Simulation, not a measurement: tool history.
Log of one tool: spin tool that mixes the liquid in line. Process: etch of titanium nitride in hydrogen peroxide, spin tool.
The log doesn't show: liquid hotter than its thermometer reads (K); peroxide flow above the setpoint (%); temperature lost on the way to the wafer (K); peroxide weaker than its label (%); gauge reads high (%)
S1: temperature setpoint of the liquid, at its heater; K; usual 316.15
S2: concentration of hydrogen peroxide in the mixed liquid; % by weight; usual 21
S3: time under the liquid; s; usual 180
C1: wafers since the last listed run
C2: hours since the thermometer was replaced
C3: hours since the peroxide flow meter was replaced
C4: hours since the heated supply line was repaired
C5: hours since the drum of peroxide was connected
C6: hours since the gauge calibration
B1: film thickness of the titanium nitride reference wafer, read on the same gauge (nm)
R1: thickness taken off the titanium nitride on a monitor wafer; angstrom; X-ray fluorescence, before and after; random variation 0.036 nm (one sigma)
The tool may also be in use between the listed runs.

| run | hour | S1 | S2 | S3 | C1 | C2 | C3 | C4 | C5 | C6 | B1 | R1 |
|---|---|---|---|---|---|---|---|---|---|---|---|---|
| 1 | 0 | 321.65 | 21 | 205 | 0 | 440.4 | 932.5 | 2065.2 | 1212.7 | 478.1 | 60.021 | 75.35 |
| 2 | 83.8 | 316.15 | 21 | 270 | 407 | 524.2 | 1016.3 | 2149 | 1296.5 | 561.9 | 60.027 | 65.37 |
|  | 205.1 | thermometer replaced |
| 3 | 214.9 | 316.15 | 21 | 270 | 632 | 9.8 | 1147.4 | 2280.1 | 1427.6 | 693 | 59.984 | 65.3 |
| 4 | 279.3 | 316.15 | 21 | 250 | 313 | 74.2 | 1211.8 | 2344.5 | 1492 | 757.4 | 60.029 | 60.44 |
| 5 | 353.8 | 316.15 | 21 | 250 | 362 | 148.7 | 1286.3 | 2419 | 1566.5 | 831.9 | 59.978 | 60.22 |
|  | 380.3 | new drum of peroxide connected |
| 6 | 451.8 | 316.15 | 21 | 180 | 471 | 246.7 | 1384.3 | 2517 | 71.5 | 929.9 | 60.02 | 43.5 |
|  | 515.6 | heated supply line repaired |
| 7 | 518.2 | 316.15 | 21 | 180 | 317 | 313.1 | 1450.7 | 2.6 | 137.9 | 996.3 | 59.979 | 46.88 |
| 8 | 622.1 | 322.65 | 21 | 220 | 505 | 417 | 1554.6 | 106.5 | 241.8 | 1100.2 | 60.032 | 92.02 |
|  | 623.5 | peroxide flow meter replaced |
| 9 | 707.5 | 312.65 | 18 | 115 | 410 | 502.4 | 84 | 191.9 | 327.2 | 1185.6 | 59.952 | 21.9 |
| 10 | 779.5 | 316.15 | 21 | 225 | 349 | 574.4 | 156 | 263.9 | 399.2 | 1257.6 | 59.989 | 56.87 |
|  | 798.6 | thermometer replaced |
|  | 813.5 | gauge calibrated |
| 11 | 836.9 | 316.15 | 25.5 | 225 | 274 | 38.3 | 213.4 | 321.3 | 456.6 | 23.4 | 60.021 | 59.73 |
| 12 | 927.4 | 316.15 | 21 | 180 | 439 | 128.8 | 303.9 | 411.8 | 547.1 | 113.9 | 60.034 | 46.21 |
| 13 | 1007.4 | 325.65 | 15.5 | 180 | 388 | 208.8 | 383.9 | 491.8 | 627.1 | 193.9 | 59.992 | 86.93 |
| 14 | 1084.2 | 323.65 | 21 | 240 | 373 | 285.6 | 460.7 | 568.6 | 703.9 | 270.7 | 59.991 | 105.48 |
| 15 | 1122.7 | 322.65 | 24.5 | 85 | 187 | 324.1 | 499.2 | 607.1 | 742.4 | 309.2 | 60.009 | 36.07 |

What the log doesn't show, run by run:
liquid hotter than its thermometer reads (K): 0 in every run
peroxide flow above the setpoint (%): 0 in every run
peroxide weaker than its label (%): 0 in every run
gauge reads high (%): 0 in every run
H1: temperature lost on the way to the wafer (K)
| run | H1 |
|---|---|
| 1 | 0.874 |
| 2 | 0.908 |
| 3 | 0.96 |
| 4 | 0.986 |
| 5 | 1.02 |
| 6 | 1.06 |
| 7 | 0.0855 |
| 8 | 0.127 |
| 9 | 0.162 |
| 10 | 0.191 |
| 11 | 0.214 |
| 12 | 0.25 |
| 13 | 0.282 |
| 14 | 0.313 |
| 15 | 0.329 |
